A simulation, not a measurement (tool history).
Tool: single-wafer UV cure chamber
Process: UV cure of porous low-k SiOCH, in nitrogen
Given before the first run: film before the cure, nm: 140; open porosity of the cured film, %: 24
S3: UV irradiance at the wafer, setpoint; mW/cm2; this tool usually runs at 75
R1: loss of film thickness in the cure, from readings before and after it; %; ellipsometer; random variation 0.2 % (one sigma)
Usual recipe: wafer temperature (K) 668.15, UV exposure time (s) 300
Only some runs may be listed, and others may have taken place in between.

run 1 hour=0 | wafer_temperature_(K)=668.15 UV_exposure_time_(s)=300 S3=75 | R1=13.404
run 2 hour=70.6 | wafer_temperature_(K)=668.15 UV_exposure_time_(s)=300 S3=75 | R1=13.09
-- hour=123.9 quartz window cleaned
run 3 hour=125.6 | wafer_temperature_(K)=668.15 UV_exposure_time_(s)=300 S3=75 | R1=13.931
run 4 hour=153.1 | wafer_temperature_(K)=668.15 UV_exposure_time_(s)=300 S3=75 | R1=13.283
run 5 hour=224.1 | wafer_temperature_(K)=668.15 UV_exposure_time_(s)=300 S3=75 | R1=12.409
run 6 hour=295.5 | wafer_temperature_(K)=668.15 UV_exposure_time_(s)=300 S3=75 | R1=12.745
-- hour=326.2 quartz window cleaned
run 7 hour=346.7 | wafer_temperature_(K)=668.15 UV_exposure_time_(s)=300 S3=75 | R1=13.439
run 8 hour=382.3 | wafer_temperature_(K)=668.15 UV_exposure_time_(s)=300 S3=75 | R1=12.856
run 9 hour=427.8 | wafer_temperature_(K)=668.15 UV_exposure_time_(s)=300 S3=75 | R1=12.788
run 10 hour=498.5 | wafer_temperature_(K)=668.15 UV_exposure_time_(s)=300 S3=75 | R1=12.625
run 11 hour=538.6 | wafer_temperature_(K)=687.15 UV_exposure_time_(s)=300 S3=75 | R1=13.131
-- hour=553.8 quartz window cleaned
run 12 hour=594.2 | wafer_temperature_(K)=668.15 UV_exposure_time_(s)=300 S3=75 | R1=13.803
run 13 hour=647.8 | wafer_temperature_(K)=652.15 UV_exposure_time_(s)=125 S3=100 | R1=10.264
run 14 hour=696.5 | wafer_temperature_(K)=668.15 UV_exposure_time_(s)=300 S3=75 | R1=12.927
-- hour=745.6 UV bulbs replaced
run 15 hour=746.1 | wafer_temperature_(K)=686.15 UV_exposure_time_(s)=385 S3=93 | R1=15.481
-- hour=772.1 quartz window cleaned
run 16 hour=780.6 | wafer_temperature_(K)=668.15 UV_exposure_time_(s)=300 S3=75 | R1=13.614
run 17 hour=833.9 | wafer_temperature_(K)=649.15 UV_exposure_time_(s)=230 S3=103 | R1=13.275
run 18 hour=885.3 | wafer_temperature_(K)=668.15 UV_exposure_time_(s)=300 S3=75 | R1=12.78
run 19 hour=922.1 | wafer_temperature_(K)=676.15 UV_exposure_time_(s)=230 S3=106 | R1=13.097
-- hour=945.1 quartz window cleaned
run 20 hour=946.8 | wafer_temperature_(K)=683.15 UV_exposure_time_(s)=350 S3=40 | R1=11.777
run 21 hour=997.5 | wafer_temperature_(K)=662.15 UV_exposure_time_(s)=300 S3=101 | R1=14.789

Here are 5 independent what-if runs from the current tool condition. What would each one return?
run A hour=997.9 | wafer_temperature_(K)=668.15 UV_exposure_time_(s)=140 S3=75 | R1=?
run B hour=997.9 | wafer_temperature_(K)=656.15 UV_exposure_time_(s)=370 S3=75 | R1=?
run C hour=997.9 | wafer_temperature_(K)=662.15 UV_exposure_time_(s)=390 S3=52 | R1=?
run D hour=997.9 | wafer_temperature_(K)=668.15 UV_exposure_time_(s)=360 S3=42 | R1=?
run E hour=997.9 | wafer_temperature_(K)=668.15 UV_exposure_time_(s)=185 S3=75 | R1=?

run=A R1=9.538
run=B R1=14.011
run=C R1=12.563
run=D R1=11.253
run=E R1=10.843
Take away the tool's hidden state, keep each run's random variation, and the runs would have read:
run=A R1=10.144
run=B R1=14.676
run=C R1=13.209
run=D R1=11.88
run=E R1=11.465
